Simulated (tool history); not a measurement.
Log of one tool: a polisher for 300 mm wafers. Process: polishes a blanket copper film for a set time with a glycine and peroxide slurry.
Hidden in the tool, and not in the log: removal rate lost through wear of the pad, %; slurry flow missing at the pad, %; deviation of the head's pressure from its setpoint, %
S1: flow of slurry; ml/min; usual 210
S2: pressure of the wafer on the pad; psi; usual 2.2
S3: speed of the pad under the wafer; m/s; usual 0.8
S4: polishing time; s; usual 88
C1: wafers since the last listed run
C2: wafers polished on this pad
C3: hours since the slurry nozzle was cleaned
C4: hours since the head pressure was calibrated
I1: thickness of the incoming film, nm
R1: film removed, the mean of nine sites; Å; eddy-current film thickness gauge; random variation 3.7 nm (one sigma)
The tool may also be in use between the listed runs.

{"run": 1, "day": 0.0, "S1": 210, "S2": 2.2, "S3": 0.8, "S4": 98, "C1": 0, "C2": 1898, "C3": 577.6, "C4": 510.7, "I1": 2119.7, "R1": 4067}
{"run": 2, "day": 2.6, "S1": 210, "S2": 2.2, "S3": 0.8, "S4": 98, "C1": 448, "C2": 2346, "C3": 640, "C4": 573.1, "I1": 2118.2, "R1": 4114}
{"day": 7.508, "done": "slurry nozzle cleaned"}
{"day": 7.688, "done": "head pressure recalibrated"}
{"day": 8.35, "done": "worn pad replaced by a new one"}
{"run": 3, "day": 15.075, "S1": 210, "S2": 2.2, "S3": 0.8, "S4": 98, "C1": 2100, "C2": 1159, "C3": 181.6, "C4": 177.3, "I1": 2156.9, "R1": 4263}
{"run": 4, "day": 17.529, "S1": 185, "S2": 2.2, "S3": 0.8, "S4": 88, "C1": 423, "C2": 1582, "C3": 240.5, "C4": 236.2, "I1": 2128.2, "R1": 3761}
{"run": 5, "day": 21.354, "S1": 160, "S2": 2.2, "S3": 0.58, "S4": 88, "C1": 659, "C2": 2241, "C3": 332.3, "C4": 328, "I1": 2095, "R1": 2992}
{"run": 6, "day": 23.417, "S1": 160, "S2": 2.2, "S3": 0.58, "S4": 88, "C1": 355, "C2": 2597, "C3": 381.8, "C4": 377.5, "I1": 2108.1, "R1": 2936}
{"run": 7, "day": 25.529, "S1": 160, "S2": 2.2, "S3": 0.58, "S4": 88, "C1": 364, "C2": 2961, "C3": 432.5, "C4": 428.2, "I1": 2135.6, "R1": 2917}
{"day": 26.279, "done": "worn pad replaced by a new one, of another model than before"}
{"run": 8, "day": 28.108, "S1": 210, "S2": 2.2, "S3": 0.6, "S4": 88, "C1": 415, "C2": 315, "C3": 494.4, "C4": 490.1, "I1": 2130.6, "R1": 2706}
{"run": 9, "day": 31.817, "S1": 210, "S2": 2.2, "S3": 0.6, "S4": 88, "C1": 639, "C2": 954, "C3": 583.4, "C4": 579.1, "I1": 2136, "R1": 2714}
{"day": 34.158, "done": "slurry nozzle cleaned"}
{"run": 10, "day": 36.275, "S1": 210, "S2": 2.2, "S3": 0.6, "S4": 88, "C1": 761, "C2": 1715, "C3": 50.8, "C4": 686.1, "I1": 2113.1, "R1": 2668}
{"run": 11, "day": 39.179, "S1": 210, "S2": 2.2, "S3": 0.8, "S4": 88, "C1": 500, "C2": 2216, "C3": 120.5, "C4": 755.8, "I1": 2136.3, "R1": 3380}
{"day": 41.642, "done": "head pressure recalibrated"}
{"run": 12, "day": 41.729, "S1": 210, "S2": 2.2, "S3": 0.8, "S4": 88, "C1": 425, "C2": 2641, "C3": 181.7, "C4": 2.1, "I1": 2097.8, "R1": 3747}
{"run": 13, "day": 44.388, "S1": 210, "S2": 2.2, "S3": 0.8, "S4": 107, "C1": 458, "C2": 3099, "C3": 245.5, "C4": 65.9, "I1": 2155.2, "R1": 4592}
{"day": 46.692, "done": "worn pad replaced by a new one"}
{"run": 14, "day": 47.962, "S1": 210, "S2": 2.2, "S3": 0.8, "S4": 107, "C1": 587, "C2": 219, "C3": 331.3, "C4": 151.7, "I1": 2139.4, "R1": 4464}
{"run": 15, "day": 52.104, "S1": 210, "S2": 1.8, "S3": 0.8, "S4": 88, "C1": 713, "C2": 933, "C3": 430.7, "C4": 251.1, "I1": 2169.7, "R1": 3114}
{"run": 16, "day": 53.783, "S1": 280, "S2": 2.5, "S3": 0.6, "S4": 76, "C1": 289, "C2": 1222, "C3": 471, "C4": 291.4, "I1": 2140.2, "R1": 2859}
{"run": 17, "day": 56.204, "S1": 210, "S2": 1.8, "S3": 1.04, "S4": 88, "C1": 417, "C2": 1639, "C3": 529.1, "C4": 349.5, "I1": 2092.2, "R1": 3811}
{"run": 18, "day": 57.8, "S1": 185, "S2": 1.6, "S3": 0.88, "S4": 116, "C1": 275, "C2": 1914, "C3": 567.4, "C4": 387.8, "I1": 2117.2, "R1": 3667}
{"day": 59.429, "done": "slurry nozzle cleaned"}
{"run": 19, "day": 59.712, "S1": 190, "S2": 2.9, "S3": 0.9, "S4": 88, "C1": 322, "C2": 2237, "C3": 6.8, "C4": 433.7, "I1": 2154.6, "R1": 5286}
{"run": 20, "day": 61.771, "S1": 230, "S2": 2.2, "S3": 0.9, "S4": 105, "C1": 354, "C2": 2592, "C3": 56.2, "C4": 483.1, "I1": 2107.3, "R1": 4936}
{"run": 21, "day": 63.892, "S1": 235, "S2": 2.5, "S3": 0.8, "S4": 74, "C1": 365, "C2": 2957, "C3": 107.1, "C4": 534, "I1": 2093.2, "R1": 3481}
{"day": 66.542, "done": "worn pad replaced by a new one"}
{"run": 22, "day": 68.225, "S1": 140, "S2": 2.7, "S3": 0.8, "S4": 78, "C1": 718, "C2": 289, "C3": 211.1, "C4": 638, "I1": 2094.2, "R1": 2993}
{"day": 70.838, "done": "head pressure recalibrated"}
{"run": 23, "day": 71.554, "S1": 210, "S2": 1.4, "S3": 0.8, "S4": 108, "C1": 559, "C2": 849, "C3": 291, "C4": 17.2, "I1": 2132.4, "R1": 3037}
{"run": 24, "day": 74.75, "S1": 210, "S2": 2.7, "S3": 0.8, "S4": 71, "C1": 550, "C2": 1400, "C3": 367.7, "C4": 93.9, "I1": 2127.9, "R1": 3761}
{"run": 25, "day": 77.638, "S1": 145, "S2": 2.2, "S3": 0.8, "S4": 88, "C1": 497, "C2": 1898, "C3": 437, "C4": 163.2, "I1": 2151, "R1": 3101}
{"run": 26, "day": 81.15, "S1": 210, "S2": 2.2, "S3": 0.8, "S4": 88, "C1": 605, "C2": 2503, "C3": 521.3, "C4": 247.5, "I1": 2133.5, "R1": 3677}
{"run": 27, "day": 85.292, "S1": 185, "S2": 1.6, "S3": 0.88, "S4": 116, "C1": 713, "C2": 3217, "C3": 620.7, "C4": 346.9, "I1": 2105.8, "R1": 3786}
{"day": 86.788, "done": "worn pad replaced by a new one"}
{"day": 87.383, "done": "slurry nozzle cleaned"}
{"run": 28, "day": 87.5, "S1": 140, "S2": 2.7, "S3": 0.8, "S4": 78, "C1": 344, "C2": 115, "C3": 2.8, "C4": 399.9, "I1": 2118.8, "R1": 3209}
{"run": 29, "day": 90.062, "S1": 210, "S2": 2.2, "S3": 0.8, "S4": 88, "C1": 441, "C2": 556, "C3": 64.3, "C4": 461.4, "I1": 2154.8, "R1": 3730}
{"run": 30, "day": 92.021, "S1": 210, "S2": 2.2, "S3": 0.8, "S4": 88, "C1": 337, "C2": 894, "C3": 111.3, "C4": 508.4, "I1": 2122, "R1": 3635}
{"run": 31, "day": 94.029, "S1": 135, "S2": 1.9, "S3": 0.8, "S4": 58, "C1": 346, "C2": 1240, "C3": 159.5, "C4": 556.6, "I1": 2106.3, "R1": 1589}

The same runs without the tool's hidden state, with the same run-to-run variation:
run=1 R1=4186
run=2 R1=4278
run=3 R1=4267
run=4 R1=3778
run=5 R1=3027
run=6 R1=2985
run=7 R1=2983
run=8 R1=2811
run=9 R1=2868
run=10 R1=2891
run=11 R1=3781
run=12 R1=3790
run=13 R1=4650
run=14 R1=4536
run=15 R1=3184
run=16 R1=2937
run=17 R1=3952
run=18 R1=3809
run=19 R1=5583
run=20 R1=5244
run=21 R1=3741
run=22 R1=3311
run=23 R1=3030
run=24 R1=3756
run=25 R1=3109
run=26 R1=3710
run=27 R1=3859
run=28 R1=3308
run=29 R1=3879
run=30 R1=3816
run=31 R1=1680
